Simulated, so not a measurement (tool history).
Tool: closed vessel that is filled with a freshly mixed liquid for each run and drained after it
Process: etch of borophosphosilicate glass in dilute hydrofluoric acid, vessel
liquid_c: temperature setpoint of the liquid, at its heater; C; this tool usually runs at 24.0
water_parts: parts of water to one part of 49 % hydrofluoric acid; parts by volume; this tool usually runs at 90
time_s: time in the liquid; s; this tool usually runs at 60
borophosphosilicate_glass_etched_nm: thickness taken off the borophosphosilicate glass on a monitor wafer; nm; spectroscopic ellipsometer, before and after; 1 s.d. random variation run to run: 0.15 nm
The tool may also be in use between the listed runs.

run   hour  liquid_c  water_parts  time_s  read-back film thickness of the borophosphosilicate glass reference wafer, read on the same gauge (nm)  borophosphosilicate_glass_etched_nm
  1    0.0      24.0           90      60                                                                                                  140.00                                36.45
  2    9.7      24.0           90      60                                                                                                  140.01                                36.99
  3   23.1      24.0           90      60                                                                                                  140.00                                36.46
  4   35.5      20.5           90      80                                                                                                  140.00                                42.50
  5   47.1      20.5           90      80                                                                                                  139.98                                42.12
  6   58.9      24.0          120      60                                                                                                  140.00                                26.68
  7   73.8      24.0          120      60                                                                                                  140.00                                26.51
  8   90.9      24.0           90      60                                                                                                  139.96                                37.17
  9   98.3      24.0           90      60                                                                                                  140.02                                36.64
 10  110.8      24.0           90      60                                                                                                  140.02                                36.76
 11  123.6      24.0           90      60                                                                                                  140.03                                36.40
 12  139.4      24.0           90      60                                                                                                  140.00                                36.90
 13  146.9      24.0           90      60                                                                                                  140.00                                36.72
 14  153.6      24.0           90      60                                                                                                  139.96                                36.66
 15  166.0      23.0           65      60                                                                                                  140.00                                50.82
 16  174.4      21.0           75      35                                                                                                  140.03                                23.21
 17  180.7      24.0           90      60                                                                                                  139.98                                36.73
     183.6  -- hydrofluoric acid flow meter replaced
 18  188.7      24.0           90      60                                                                                                  140.02                                32.45
 19  199.4      24.0           90      60                                                                                                  139.96                                32.49
 20  210.7      22.0           90      90                                                                                                  140.01                                44.84
 21  221.5      24.0           90      60                                                                                                  140.02                                32.21
     224.5  -- thermometer replaced
 22  235.8      24.0           90      60                                                                                                  139.97                                32.61
 23  250.0      25.5          125      35                                                                                                  139.99                                13.90
     256.8  -- gauge calibrated
 24  262.3      24.0          115      60                                                                                                  140.00                                24.64
 25  274.0      24.0          105      75                                                                                                  139.99                                34.55
 26  285.6      20.5           90      45                                                                                                  140.02                                21.13
 27  297.4      24.0           75      60                                                                                                  139.98                                40.01
 28  311.0      20.0           65      35                                                                                                  139.99                                23.32
 29  321.8      27.5           90      60                                                                                                  140.00                                37.76
 30  337.8      19.5           90      60                                                                                                  140.02                                27.18
 31  354.4      24.0           70      60                                                                                                  139.97                                43.26
 32  363.6      26.5           90      85                                                                                                  139.97                                51.49
 33  376.5      24.0           90      60                                                                                                  140.00                                32.70

What if the next run were any one of these 3? Each begins from the tool's condition after run 33:
  A  377.2      24.0           65      60                                                                                                       ?                                    ?
  B  377.2      22.5           70      30                                                                                                       ?                                    ?
  C  377.2      24.0           90      40                                                                                                       ?                                    ?

run  read-back film thickness of the borophosphosilicate glass reference wafer, read on the same gauge (nm)  borophosphosilicate_glass_etched_nm
  A                                                                                                  140.00                                47.13
  B                                                                                                  140.00                                20.45
  C                                                                                                  140.00                                21.99
Without the tool's unlogged condition, the same runs would have read:
run  borophosphosilicate_glass_etched_nm
  A                                46.00
  B                                19.96
  C                                21.45
